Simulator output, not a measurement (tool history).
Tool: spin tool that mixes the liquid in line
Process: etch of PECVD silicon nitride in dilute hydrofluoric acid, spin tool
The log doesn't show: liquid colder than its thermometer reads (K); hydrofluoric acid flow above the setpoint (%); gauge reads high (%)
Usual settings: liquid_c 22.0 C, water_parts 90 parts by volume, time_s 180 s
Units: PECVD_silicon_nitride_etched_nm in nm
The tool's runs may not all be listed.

run	day	liquid_c	water_parts	time_s	wafers since the last listed run	hours since the thermometer was replaced	hours since the hydrofluoric acid flow meter was replaced	hours since the gauge calibration	read-back film thickness of the PECVD silicon nitride reference wafer, read on the same gauge (nm)	PECVD_silicon_nitride_etched_nm
1	0.000	22.0	90	115	0	2.5	1649.0	977.5	28.908	2.365
2	0.679	22.0	70	180	88	18.8	1665.3	993.8	28.916	4.762
3	1.838	22.0	70	180	150	46.6	1693.1	1021.6	28.879	4.721
4	2.492	22.0	70	180	85	62.3	1708.8	1037.3	28.874	4.758
5	3.367	22.0	90	215	113	83.3	1729.8	1058.3	28.859	4.471
6	3.912	22.0	90	180	71	96.4	1742.9	1071.4	28.831	3.667
7	4.883	22.0	90	180	126	119.7	1766.2	1094.7	28.858	3.712
8	5.504	22.0	90	180	80	134.6	1781.1	1109.6	28.879	3.652
9	6.654	22.0	90	180	149	162.2	1808.7	1137.2	28.860	3.756
10	7.400	22.0	55	145	97	180.1	1826.6	1155.1	28.896	4.887
# day 7.842: gauge calibrated
11	11.304	19.5	90	180	508	273.8	1920.3	83.1	29.920	3.285
12	12.129	19.0	70	90	107	293.6	1940.1	102.9	29.924	1.962
13	13.492	22.0	50	180	177	326.3	1972.8	135.6	29.798	6.774
14	17.583	17.0	70	135	532	424.5	2071.0	233.8	29.657	2.544
15	18.517	22.0	90	95	121	446.9	2093.4	256.2	29.644	1.999
16	19.450	22.0	90	180	121	469.3	2115.8	278.6	29.579	3.803
17	20.450	26.5	55	95	130	493.3	2139.8	302.6	29.534	4.372
18	21.092	26.0	55	230	83	508.7	2155.2	318.0	29.509	10.146
19	22.479	22.0	90	180	180	542.0	2188.5	351.3	29.475	3.764
20	23.821	22.0	90	280	174	574.2	2220.7	383.5	29.385	5.815
21	24.692	22.0	90	180	113	595.1	2241.6	404.4	29.415	3.783
# day 25.333: hydrofluoric acid flow meter replaced
22	25.933	22.0	45	210	156	624.9	14.4	434.2	29.382	8.704
# day 26.433: thermometer replaced
23	27.304	22.0	55	180	173	20.9	47.3	467.1	29.359	6.095
24	27.833	22.0	90	230	68	33.6	60.0	479.8	29.323	4.835
25	30.929	22.0	90	180	403	107.9	134.3	554.1	29.225	3.752
26	31.450	22.0	90	180	67	120.4	146.8	566.6	29.232	3.726
27	31.971	17.0	90	180	67	132.9	159.3	579.1	29.258	2.642
28	33.075	22.0	90	180	143	159.4	185.8	605.6	29.230	3.760
29	34.338	22.0	90	90	164	189.7	216.1	635.9	29.211	1.853
30	35.383	22.0	90	230	136	214.8	241.2	661.0	29.231	4.771
31	36.142	22.0	90	180	98	233.0	259.4	679.2	29.180	3.697
32	36.908	26.0	125	135	99	251.4	277.8	697.6	29.170	2.634
33	38.338	22.0	90	115	186	285.7	312.1	731.9	29.149	2.366

3 ways to go on from here, each from the tool as it stands after run 33. What would each give?
A	38.358	22.0	90	180	2	286.2	312.6	732.4	?	?
B	38.358	20.5	100	180	2	286.2	312.6	732.4	?	?
C	38.358	26.5	90	240	2	286.2	312.6	732.4	?	?

run	read-back film thickness of the PECVD silicon nitride reference wafer, read on the same gauge (nm)	PECVD_silicon_nitride_etched_nm
A	29.134	3.758
B	29.134	3.063
C	29.134	6.746
Without the tool's hidden state the same runs would have given:
run	PECVD_silicon_nitride_etched_nm
A	3.867
B	3.152
C	6.941

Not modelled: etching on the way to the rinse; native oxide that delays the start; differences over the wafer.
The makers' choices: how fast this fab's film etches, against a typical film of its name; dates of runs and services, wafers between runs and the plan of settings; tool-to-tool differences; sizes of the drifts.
